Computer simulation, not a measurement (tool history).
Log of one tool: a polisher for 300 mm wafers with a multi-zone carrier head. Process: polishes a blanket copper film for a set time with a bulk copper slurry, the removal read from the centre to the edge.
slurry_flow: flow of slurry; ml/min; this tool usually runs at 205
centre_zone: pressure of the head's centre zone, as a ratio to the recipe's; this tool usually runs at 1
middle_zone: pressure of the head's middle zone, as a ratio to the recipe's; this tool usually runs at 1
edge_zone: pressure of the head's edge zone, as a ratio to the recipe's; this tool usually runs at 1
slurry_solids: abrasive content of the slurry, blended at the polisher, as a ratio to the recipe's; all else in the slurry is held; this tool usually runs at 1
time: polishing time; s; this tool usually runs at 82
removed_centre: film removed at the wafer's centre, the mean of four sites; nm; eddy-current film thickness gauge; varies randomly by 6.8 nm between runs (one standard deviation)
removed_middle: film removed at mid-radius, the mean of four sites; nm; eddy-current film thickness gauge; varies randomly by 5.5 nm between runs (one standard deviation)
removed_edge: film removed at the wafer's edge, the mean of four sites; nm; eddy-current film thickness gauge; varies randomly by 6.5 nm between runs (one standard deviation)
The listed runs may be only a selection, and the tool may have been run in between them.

run	hour	slurry_flow	centre_zone	middle_zone	edge_zone	slurry_solids	time	incoming thickness of the incoming film, nm	removed_centre	removed_middle	removed_edge
1	0	205	1	1	1	1	96	3581.7	780.2	756.5	761.4
2	62.9	205	1	1	1	1	96	3662.9	770.9	756	754.5
3	104.6	205	1	1	1	1	82	3560.6	658.1	639.6	653.1
# hour 111.9: edge zone pressure recalibrated
4	159.7	205	1	1	1	1	82	3610.6	675.9	638.6	648
# hour 213.7: carrier head's membrane replaced by a new one
5	214.2	205	1	1	1	1	82	3587.6	681.6	643.9	644.3
6	281	205	1	1	1	1	82	3600.7	661	639.6	652.6
# hour 288.6: worn pad replaced by a new one
7	307.3	205	1	1	1	1	82	3530.3	674	646.2	644.7
8	361.1	205	1	1	1	1	82	3622.3	668.9	644.7	646.2
9	397.6	205	1	1	1	1	82	3570	682.8	647.7	655.9
10	452.5	175	1.09	1.08	1	0.8	82	3624.6	663.2	598.4	588.5
# hour 581.8: worn pad replaced by a new one, of another model than before
# hour 621: slurry nozzle cleaned
11	644.9	205	1	1	1	1	82	3583.1	689.4	637.7	648.4
# hour 680.1: edge zone pressure recalibrated
12	692.3	205	1	1	1	1	82	3601.6	687.7	648	655.8
13	748.9	150	1	1	1.08	1	82	3579.5	679.9	620	659
14	782	205	1	1	1	1	75	3601.3	630.8	587.4	590.9
# hour 803.8: centre zone pressure recalibrated
15	847.9	205	1.05	1	1	1	82	3560.8	677.6	640.2	644.3
# hour 893.3: worn pad replaced by a new one
16	893.8	205	1	1	1	1	82	3552.1	638.4	638.6	659.7
17	930.1	205	1.07	1	0.91	1	82	3574.9	679	648.3	621.7
18	999.2	205	1	0.9	0.9	1	101	3648.4	816.4	747.8	773.5
19	1066.3	155	1.09	1.12	1.12	1	82	3617.9	684.1	668.3	663.5
20	1125.8	205	0.97	1.03	1	1.2	82	3539.4	662.6	705.8	696.5
# hour 1166.9: worn pad replaced by a new one
21	1180.7	245	1.09	1	1.1	1.15	82	3558.2	777.1	692.9	724.2
# hour 1208.5: edge zone pressure recalibrated
22	1227.4	255	1	1	1	1	82	3626.3	669.8	658.8	658.4

3 options for the next run, each taken on its own from the tool as it stands now. Forecast them:
A	1227.9	205	1	1	1	1	82	3625.6	?	?	?
B	1227.9	205	0.97	0.96	1	1	68	3625.6	?	?	?
C	1227.9	265	1	1	1	1	82	3625.6	?	?	?

run	removed_centre	removed_middle	removed_edge
A	655	636.7	648.5
B	526.7	517	537.9
C	671.4	651	659.4
What these runs would have given with no unlogged condition in the tool:
run	removed_centre	removed_middle	removed_edge
A	627.2	636.8	648.5
B	504.3	517.1	537.9
C	642.9	651.2	659.4
